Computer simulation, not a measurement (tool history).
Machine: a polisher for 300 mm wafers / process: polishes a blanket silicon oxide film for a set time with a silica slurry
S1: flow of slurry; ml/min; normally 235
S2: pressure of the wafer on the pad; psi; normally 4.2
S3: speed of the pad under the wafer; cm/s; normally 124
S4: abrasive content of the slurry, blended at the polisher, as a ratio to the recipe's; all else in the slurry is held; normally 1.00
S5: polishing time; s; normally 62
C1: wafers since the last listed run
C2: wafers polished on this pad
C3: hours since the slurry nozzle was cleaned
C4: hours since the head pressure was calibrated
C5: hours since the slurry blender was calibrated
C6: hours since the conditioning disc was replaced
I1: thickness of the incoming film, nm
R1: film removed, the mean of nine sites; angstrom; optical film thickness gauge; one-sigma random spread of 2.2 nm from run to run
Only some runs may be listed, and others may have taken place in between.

{"run": 1, "hour": 0.0, "S1": 235, "S2": 4.2, "S3": 124, "S4": 1.0, "S5": 62, "C1": 0, "C2": 3416, "C3": 41.8, "C4": 166.1, "C5": 353.3, "C6": 40.0, "I1": 737.9, "R1": 2065}
{"run": 2, "hour": 40.7, "S1": 235, "S2": 4.2, "S3": 138, "S4": 1.0, "S5": 62, "C1": 429, "C2": 3846, "C3": 82.5, "C4": 206.8, "C5": 394.0, "C6": 80.7, "I1": 741.2, "R1": 2273}
{"hour": 52.0, "done": "slurry blender recalibrated"}
{"hour": 56.6, "done": "worn pad replaced by a new one"}
{"run": 3, "hour": 110.0, "S1": 235, "S2": 4.2, "S3": 138, "S4": 1.0, "S5": 62, "C1": 668, "C2": 564, "C3": 151.8, "C4": 276.1, "C5": 58.0, "C6": 150.0, "I1": 744.5, "R1": 2205}
{"run": 4, "hour": 167.5, "S1": 235, "S2": 3.7, "S3": 124, "S4": 0.8, "S5": 62, "C1": 607, "C2": 1171, "C3": 209.3, "C4": 333.6, "C5": 115.5, "C6": 207.5, "I1": 755.3, "R1": 1515}
{"run": 5, "hour": 221.1, "S1": 235, "S2": 3.7, "S3": 124, "S4": 0.8, "S5": 62, "C1": 565, "C2": 1737, "C3": 262.9, "C4": 387.2, "C5": 169.1, "C6": 261.1, "I1": 754.2, "R1": 1470}
{"run": 6, "hour": 272.0, "S1": 265, "S2": 4.2, "S3": 124, "S4": 1.0, "S5": 62, "C1": 537, "C2": 2274, "C3": 313.8, "C4": 438.1, "C5": 220.0, "C6": 312.0, "I1": 744.9, "R1": 2030}
{"hour": 288.4, "done": "head pressure recalibrated"}
{"hour": 302.9, "done": "slurry nozzle cleaned"}
{"run": 7, "hour": 338.0, "S1": 235, "S2": 5.1, "S3": 124, "S4": 1.3, "S5": 62, "C1": 665, "C2": 2940, "C3": 35.1, "C4": 49.6, "C5": 286.0, "C6": 378.0, "I1": 752.6, "R1": 2805}
{"hour": 391.2, "done": "worn pad replaced by a new one"}
{"run": 8, "hour": 400.1, "S1": 235, "S2": 4.2, "S3": 124, "S4": 0.85, "S5": 62, "C1": 613, "C2": 93, "C3": 97.2, "C4": 111.7, "C5": 348.1, "C6": 440.1, "I1": 749.7, "R1": 1794}
{"run": 9, "hour": 451.7, "S1": 235, "S2": 4.2, "S3": 124, "S4": 1.0, "S5": 62, "C1": 544, "C2": 638, "C3": 148.8, "C4": 163.3, "C5": 399.7, "C6": 491.7, "I1": 739.8, "R1": 2047}
{"hour": 471.0, "done": "slurry blender recalibrated"}
{"run": 10, "hour": 503.0, "S1": 235, "S2": 3.0, "S3": 124, "S4": 0.85, "S5": 62, "C1": 520, "C2": 1159, "C3": 200.1, "C4": 214.6, "C5": 32.0, "C6": 543.0, "I1": 742.6, "R1": 1365}
{"hour": 526.3, "done": "conditioning disc replaced and pad reconditioned"}
{"run": 11, "hour": 535.9, "S1": 235, "S2": 5.1, "S3": 150, "S4": 1.0, "S5": 62, "C1": 326, "C2": 1485, "C3": 233.0, "C4": 247.5, "C5": 64.9, "C6": 9.6, "I1": 750.5, "R1": 2751}
{"run": 12, "hour": 606.7, "S1": 235, "S2": 4.2, "S3": 124, "S4": 1.0, "S5": 62, "C1": 747, "C2": 2233, "C3": 303.8, "C4": 318.3, "C5": 135.7, "C6": 80.4, "I1": 739.0, "R1": 2083}
{"run": 13, "hour": 638.3, "S1": 235, "S2": 4.2, "S3": 82, "S4": 0.8, "S5": 79, "C1": 333, "C2": 2566, "C3": 335.4, "C4": 349.9, "C5": 167.3, "C6": 112.0, "I1": 740.4, "R1": 1539}
{"run": 14, "hour": 698.6, "S1": 260, "S2": 4.2, "S3": 124, "S4": 1.0, "S5": 55, "C1": 636, "C2": 3203, "C3": 395.7, "C4": 410.2, "C5": 227.6, "C6": 172.3, "I1": 748.0, "R1": 1862}
{"hour": 740.2, "done": "slurry nozzle cleaned"}
{"run": 15, "hour": 744.6, "S1": 235, "S2": 4.2, "S3": 124, "S4": 1.0, "S5": 62, "C1": 475, "C2": 3678, "C3": 4.4, "C4": 456.2, "C5": 273.6, "C6": 218.3, "I1": 758.0, "R1": 2030}
{"hour": 761.9, "done": "worn pad replaced by a new one"}
{"run": 16, "hour": 778.4, "S1": 235, "S2": 4.2, "S3": 124, "S4": 1.0, "S5": 62, "C1": 314, "C2": 174, "C3": 38.2, "C4": 490.0, "C5": 307.4, "C6": 252.1, "I1": 757.3, "R1": 2040}
{"run": 17, "hour": 812.5, "S1": 255, "S2": 3.1, "S3": 124, "S4": 1.0, "S5": 73, "C1": 360, "C2": 534, "C3": 72.3, "C4": 524.1, "C5": 341.5, "C6": 286.2, "I1": 749.0, "R1": 1951}
{"hour": 829.6, "done": "slurry blender recalibrated"}
{"hour": 849.0, "done": "head pressure recalibrated"}
{"run": 18, "hour": 864.1, "S1": 235, "S2": 5.7, "S3": 86, "S4": 0.8, "S5": 79, "C1": 502, "C2": 1037, "C3": 123.9, "C4": 15.1, "C5": 34.5, "C6": 337.8, "I1": 746.2, "R1": 2013}
{"run": 19, "hour": 1040.8, "S1": 235, "S2": 4.2, "S3": 124, "S4": 1.0, "S5": 62, "C1": 1865, "C2": 2902, "C3": 300.6, "C4": 191.8, "C5": 211.2, "C6": 514.5, "I1": 751.4, "R1": 2063}
{"hour": 1056.2, "done": "conditioning disc replaced and pad reconditioned"}
{"run": 20, "hour": 1100.6, "S1": 235, "S2": 4.2, "S3": 82, "S4": 0.8, "S5": 79, "C1": 610, "C2": 3513, "C3": 360.4, "C4": 251.6, "C5": 271.0, "C6": 44.4, "I1": 737.7, "R1": 1505}
{"hour": 1107.5, "done": "worn pad replaced by a new one"}
{"hour": 1123.8, "done": "slurry nozzle cleaned"}
{"run": 21, "hour": 1135.8, "S1": 280, "S2": 2.8, "S3": 124, "S4": 1.0, "S5": 48, "C1": 318, "C2": 288, "C3": 12.0, "C4": 286.8, "C5": 306.2, "C6": 79.6, "I1": 748.5, "R1": 1200}
{"run": 22, "hour": 1190.6, "S1": 235, "S2": 4.2, "S3": 136, "S4": 1.0, "S5": 62, "C1": 578, "C2": 866, "C3": 66.8, "C4": 341.6, "C5": 361.0, "C6": 134.4, "I1": 742.9, "R1": 2227}
{"hour": 1207.2, "done": "slurry blender recalibrated"}
{"run": 23, "hour": 1239.8, "S1": 235, "S2": 4.2, "S3": 124, "S4": 1.0, "S5": 51, "C1": 498, "C2": 1365, "C3": 116.0, "C4": 390.8, "C5": 32.6, "C6": 183.6, "I1": 749.4, "R1": 1669}
{"run": 24, "hour": 1268.6, "S1": 235, "S2": 5.7, "S3": 124, "S4": 1.0, "S5": 62, "C1": 304, "C2": 1669, "C3": 144.8, "C4": 419.6, "C5": 61.4, "C6": 212.4, "I1": 748.6, "R1": 2614}
{"run": 25, "hour": 1323.4, "S1": 315, "S2": 3.5, "S3": 124, "S4": 0.8, "S5": 44, "C1": 578, "C2": 2247, "C3": 199.6, "C4": 474.4, "C5": 116.2, "C6": 267.2, "I1": 756.0, "R1": 1038}

What was the tool's hidden state at every run in the log?
removal rate lost through wear of the pad, %: 0 in every run
slurry flow missing at the pad, %: 0 in every run
deviation of the head's pressure from its setpoint, %: 0 in every run
abrasive missing from the slurry, %: 0 in every run
time polished since the conditioner stopped cutting, s: 0 in every run
